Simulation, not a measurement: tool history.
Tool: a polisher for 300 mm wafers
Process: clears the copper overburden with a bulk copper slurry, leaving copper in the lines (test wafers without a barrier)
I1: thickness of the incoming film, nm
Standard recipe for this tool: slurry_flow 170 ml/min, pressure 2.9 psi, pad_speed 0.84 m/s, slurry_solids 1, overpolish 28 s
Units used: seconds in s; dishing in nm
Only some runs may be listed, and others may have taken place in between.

run 1 hour=0 | slurry_flow=170 pressure=2.9 pad_speed=0.84 slurry_solids=1 overpolish=39 | I1=1097.1 | seconds=117.5 dishing=120.2
-- hour=14.3 worn pad replaced by a new one
run 2 hour=48.5 | slurry_flow=170 pressure=2.9 pad_speed=0.84 slurry_solids=1 overpolish=39 | I1=1094.2 | seconds=117.1 dishing=122.8
run 3 hour=94.2 | slurry_flow=170 pressure=2.9 pad_speed=0.84 slurry_solids=1 overpolish=39 | I1=1113 | seconds=119.6 dishing=122.4
run 4 hour=132.5 | slurry_flow=170 pressure=2.6 pad_speed=0.84 slurry_solids=1 overpolish=28 | I1=1094.2 | seconds=132.7 dishing=101.7
-- hour=140.4 slurry blender recalibrated
run 5 hour=170.8 | slurry_flow=170 pressure=2.9 pad_speed=0.84 slurry_solids=1 overpolish=28 | I1=1108.9 | seconds=116.3 dishing=107.6
run 6 hour=234.3 | slurry_flow=170 pressure=2.9 pad_speed=0.84 slurry_solids=1 overpolish=28 | I1=1073.9 | seconds=115 dishing=107.2
run 7 hour=276.1 | slurry_flow=170 pressure=2.9 pad_speed=0.84 slurry_solids=1 overpolish=28 | I1=1092 | seconds=117 dishing=109.1
run 8 hour=377.5 | slurry_flow=170 pressure=3.6 pad_speed=0.84 slurry_solids=1 overpolish=28 | I1=1087.2 | seconds=93.6 dishing=119.1
-- hour=414.4 slurry nozzle cleaned
run 9 hour=443.2 | slurry_flow=170 pressure=3.6 pad_speed=0.84 slurry_solids=1 overpolish=28 | I1=1089.8 | seconds=92.7 dishing=120.6
-- hour=464.8 worn pad replaced by a new one
run 10 hour=531.1 | slurry_flow=125 pressure=2.9 pad_speed=0.84 slurry_solids=1 overpolish=28 | I1=1085.2 | seconds=123.3 dishing=106.9
-- hour=600 slurry blender recalibrated
run 11 hour=613.7 | slurry_flow=170 pressure=2.9 pad_speed=1.02 slurry_solids=0.9 overpolish=28 | I1=1095.5 | seconds=102.2 dishing=111.9
run 12 hour=673 | slurry_flow=170 pressure=2.9 pad_speed=0.84 slurry_solids=1 overpolish=28 | I1=1098.2 | seconds=116.8 dishing=105
run 13 hour=737.7 | slurry_flow=170 pressure=2.9 pad_speed=0.84 slurry_solids=1 overpolish=28 | I1=1102.1 | seconds=119.3 dishing=108.2
-- hour=820.7 slurry nozzle cleaned
run 14 hour=862.5 | slurry_flow=170 pressure=2.9 pad_speed=0.84 slurry_solids=1 overpolish=19 | I1=1098.8 | seconds=117.3 dishing=86.4
-- hour=884.4 worn pad replaced by a new one
run 15 hour=907 | slurry_flow=205 pressure=3.5 pad_speed=1.1 slurry_solids=1.15 overpolish=28 | I1=1102.7 | seconds=72.8 dishing=130.9
run 16 hour=994 | slurry_flow=170 pressure=2.9 pad_speed=0.84 slurry_solids=1 overpolish=28 | I1=1079 | seconds=116.4 dishing=107.8
-- hour=1035.5 slurry blender recalibrated
-- hour=1051.1 head pressure recalibrated
-- hour=1211.1 slurry nozzle cleaned
run 17 hour=1215 | slurry_flow=170 pressure=2.9 pad_speed=1.1 slurry_solids=0.8 overpolish=28 | I1=1106.6 | seconds=99.6 dishing=114.4
-- hour=1357 worn pad replaced by a new one
run 18 hour=1373.2 | slurry_flow=170 pressure=2.9 pad_speed=0.84 slurry_solids=1 overpolish=28 | I1=1071.6 | seconds=114.6 dishing=106.5
run 19 hour=1443.3 | slurry_flow=115 pressure=2.9 pad_speed=1 slurry_solids=1 overpolish=28 | I1=1090.5 | seconds=108.8 dishing=110.5
run 20 hour=1510.1 | slurry_flow=125 pressure=3.4 pad_speed=0.84 slurry_solids=1 overpolish=28 | I1=1077.5 | seconds=105.2 dishing=115.2
-- hour=1536.2 slurry blender recalibrated
run 21 hour=1582.8 | slurry_flow=170 pressure=2.9 pad_speed=0.84 slurry_solids=1 overpolish=28 | I1=1085.7 | seconds=114.8 dishing=107
-- hour=1600.5 slurry nozzle cleaned
run 22 hour=1664.2 | slurry_flow=170 pressure=3.3 pad_speed=0.84 slurry_solids=1 overpolish=28 | I1=1095.8 | seconds=104.4 dishing=111.5
run 23 hour=1719.4 | slurry_flow=140 pressure=3.2 pad_speed=0.62 slurry_solids=1.25 overpolish=28 | I1=1098.3 | seconds=134.2 dishing=104.8
run 24 hour=1809.5 | slurry_flow=170 pressure=2.9 pad_speed=0.7 slurry_solids=1.25 overpolish=36 | I1=1088.9 | seconds=127.9 dishing=114.4
-- hour=1853.2 worn pad replaced by a new one
run 25 hour=1885.8 | slurry_flow=195 pressure=2.9 pad_speed=0.98 slurry_solids=0.8 overpolish=28 | I1=1098.3 | seconds=107.1 dishing=110.6
-- hour=1932.8 slurry blender recalibrated
run 26 hour=1946.9 | slurry_flow=140 pressure=2.9 pad_speed=1 slurry_solids=1 overpolish=28 | I1=1096.3 | seconds=104.5 dishing=111.9
-- hour=1983.8 slurry nozzle cleaned
-- hour=1992.5 head pressure recalibrated
run 27 hour=2017.5 | slurry_flow=170 pressure=2.9 pad_speed=0.56 slurry_solids=0.75 overpolish=44 | I1=1110.5 | seconds=180.1 dishing=108.7
run 28 hour=2097.9 | slurry_flow=215 pressure=2.9 pad_speed=0.84 slurry_solids=1 overpolish=28 | I1=1095.5 | seconds=112.6 dishing=111.7

4 options for the next run, each taken on its own from the tool as it stands now. Forecast them:
run A hour=2098.4 | slurry_flow=170 pressure=2.9 pad_speed=0.84 slurry_solids=1 overpolish=17 | I1=1084.7 | seconds=? dishing=?
run B hour=2098.4 | slurry_flow=170 pressure=3.4 pad_speed=0.84 slurry_solids=1 overpolish=28 | I1=1084.7 | seconds=? dishing=?
run C hour=2098.4 | slurry_flow=170 pressure=2.9 pad_speed=1.04 slurry_solids=1 overpolish=28 | I1=1084.7 | seconds=? dishing=?
run D hour=2098.4 | slurry_flow=120 pressure=2.6 pad_speed=0.84 slurry_solids=1 overpolish=28 | I1=1084.7 | seconds=? dishing=?

run=A seconds=116.2 dishing=80.7
run=B seconds=99.1 dishing=116.4
run=C seconds=96.5 dishing=114.3
run=D seconds=138.3 dishing=95.6
Stripped of hidden state, with their random variation kept, the same runs would have yielded:
run=A seconds=116.2 dishing=80.7
run=B seconds=99.1 dishing=116.4
run=C seconds=96.5 dishing=114.3
run=D seconds=138.3 dishing=95.6

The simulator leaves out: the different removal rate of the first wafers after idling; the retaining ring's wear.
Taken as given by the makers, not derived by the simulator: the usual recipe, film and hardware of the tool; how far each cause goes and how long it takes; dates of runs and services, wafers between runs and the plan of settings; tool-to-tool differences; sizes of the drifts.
